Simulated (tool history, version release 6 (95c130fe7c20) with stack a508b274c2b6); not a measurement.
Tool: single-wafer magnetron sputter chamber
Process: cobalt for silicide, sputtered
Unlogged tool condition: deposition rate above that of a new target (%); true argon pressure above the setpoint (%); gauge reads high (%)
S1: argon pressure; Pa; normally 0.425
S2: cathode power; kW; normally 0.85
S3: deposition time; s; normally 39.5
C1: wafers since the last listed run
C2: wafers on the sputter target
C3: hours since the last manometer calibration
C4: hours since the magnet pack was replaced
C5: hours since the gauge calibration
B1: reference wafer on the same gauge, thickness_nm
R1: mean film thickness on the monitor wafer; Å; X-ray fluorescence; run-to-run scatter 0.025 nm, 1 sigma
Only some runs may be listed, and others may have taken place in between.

run,hour,S1,S2,S3,C1,C2,C3,C4,C5,B1,R1
1,0,0.425,0.8,36.1,0,399,2198.8,6282.2,238.7,17.502,142.56
2,14.6,0.425,0.85,39.5,253,652,2213.4,6296.8,253.3,17.492,165.11
3,26.6,0.425,0.85,39.5,207,860,2225.4,6308.8,265.3,17.501,165.22
4,36.1,0.425,0.85,39.5,164,1024,2234.9,6318.3,274.8,17.501,165.3
5,42.7,0.425,0.85,39.5,114,1139,2241.5,6324.9,281.4,17.492,165.01
6,51.1,0.425,0.85,39.5,145,1284,2249.9,6333.3,289.8,17.505,164.6
# hour 66.1: capacitance manometer re-zeroed and calibrated
7,66.6,0.425,0.85,39.5,129,1414,0.5,6348.8,305.3,17.504,164.59
8,69,0.425,1,39.5,41,1456,2.9,6351.2,307.7,17.499,194.04
9,86.6,0.425,1,39.5,304,1761,20.5,6368.8,325.3,17.497,193.99
10,96.9,0.425,1,39.5,178,1939,30.8,6379.1,335.6,17.5,193.2
11,108.9,0.425,0.75,39.5,207,2147,42.8,6391.1,347.6,17.5,145.24
12,121.9,0.425,0.85,39.5,225,2373,55.8,6404.1,360.6,17.497,164.71
13,136.1,0.425,0.8,39.5,246,2619,70,6418.3,374.8,17.505,154.46
14,144.6,0.425,0.85,39.5,147,2766,78.5,6426.8,383.3,17.496,164.54
# hour 154.6: sputter target and shields replaced
15,159.5,0.425,0.85,42.4,119,84,93.4,6441.7,398.2,17.503,178.8
# hour 176.5: magnet pack replaced
16,176.8,0.48,0.85,39.5,161,245,110.7,0.3,415.5,17.498,161.92
17,184.6,0.51,0.7,39.5,135,380,118.5,8.1,423.3,17.5,132.06
18,198.6,0.425,0.75,39.5,242,623,132.5,22.1,437.3,17.498,145.84
# hour 201.4: gauge calibrated
19,212.2,0.425,0.95,39.5,235,858,146.1,35.7,10.8,17.499,183.86
20,229.7,0.425,0.85,35.2,303,1162,163.6,53.2,28.3,17.493,146.31
21,240.9,0.491,0.85,39.5,194,1356,174.8,64.4,39.5,17.497,160.46
22,256.7,0.425,0.85,34,273,1630,190.6,80.2,55.3,17.504,141.43
23,273.7,0.425,0.85,39.5,294,1924,207.6,97.2,72.3,17.501,163.74
24,290.9,0.295,0.85,39.5,298,2222,224.8,114.4,89.5,17.499,171.91
25,305.3,0.425,0.85,39.5,249,2472,239.2,128.8,103.9,17.494,163.93
# hour 314.2: sputter target and shields replaced
26,320.8,0.425,0.95,39.5,129,114,254.7,144.3,119.4,17.505,185.59
27,329.4,0.322,0.7,43.4,149,263,263.3,152.9,128,17.492,155.67
28,338.2,0.425,0.85,39.5,152,416,272.1,161.7,136.8,17.502,165.69
29,355.2,0.425,0.85,46.6,294,710,289.1,178.7,153.8,17.493,194.85
30,364.3,0.425,0.85,37.5,157,868,298.2,187.8,162.9,17.501,156.88
31,378.4,0.425,0.85,39.5,244,1112,312.3,201.9,177,17.502,165.02
32,387.1,0.425,0.85,39.5,150,1263,321,210.6,185.7,17.506,164.72
33,393.8,0.425,0.85,39.5,116,1379,327.7,217.3,192.4,17.497,164.26
34,411.7,0.425,0.8,46.1,310,1689,345.6,235.2,210.3,17.5,180.56
35,428.3,0.425,1.05,36.9,287,1977,362.2,251.8,226.9,17.493,189.4
36,436,0.425,0.9,45.1,133,2110,369.9,259.5,234.6,17.498,198.56

Measured minus without-hidden-state, run by run (identical run-to-run variation in each term; gauge scatter may differ):
run,R1
1,-0.73
2,-1.2
3,-1.45
4,-1.61
5,-1.7
6,-1.8
7,-1.97
8,-2.35
9,-2.51
10,-2.58
11,-1.99
12,-2.31
13,-2.21
14,-2.38
15,-0.38
16,-0.91
17,-0.91
18,-1.27
19,-1.88
20,-1.72
21,-2
22,-1.88
23,-2.29
24,-2.49
25,-2.43
26,-0.39
27,-0.6
28,-0.9
29,-1.55
30,-1.41
31,-1.71
32,-1.82
33,-1.9
34,-2.27
35,-2.52
36,-2.69
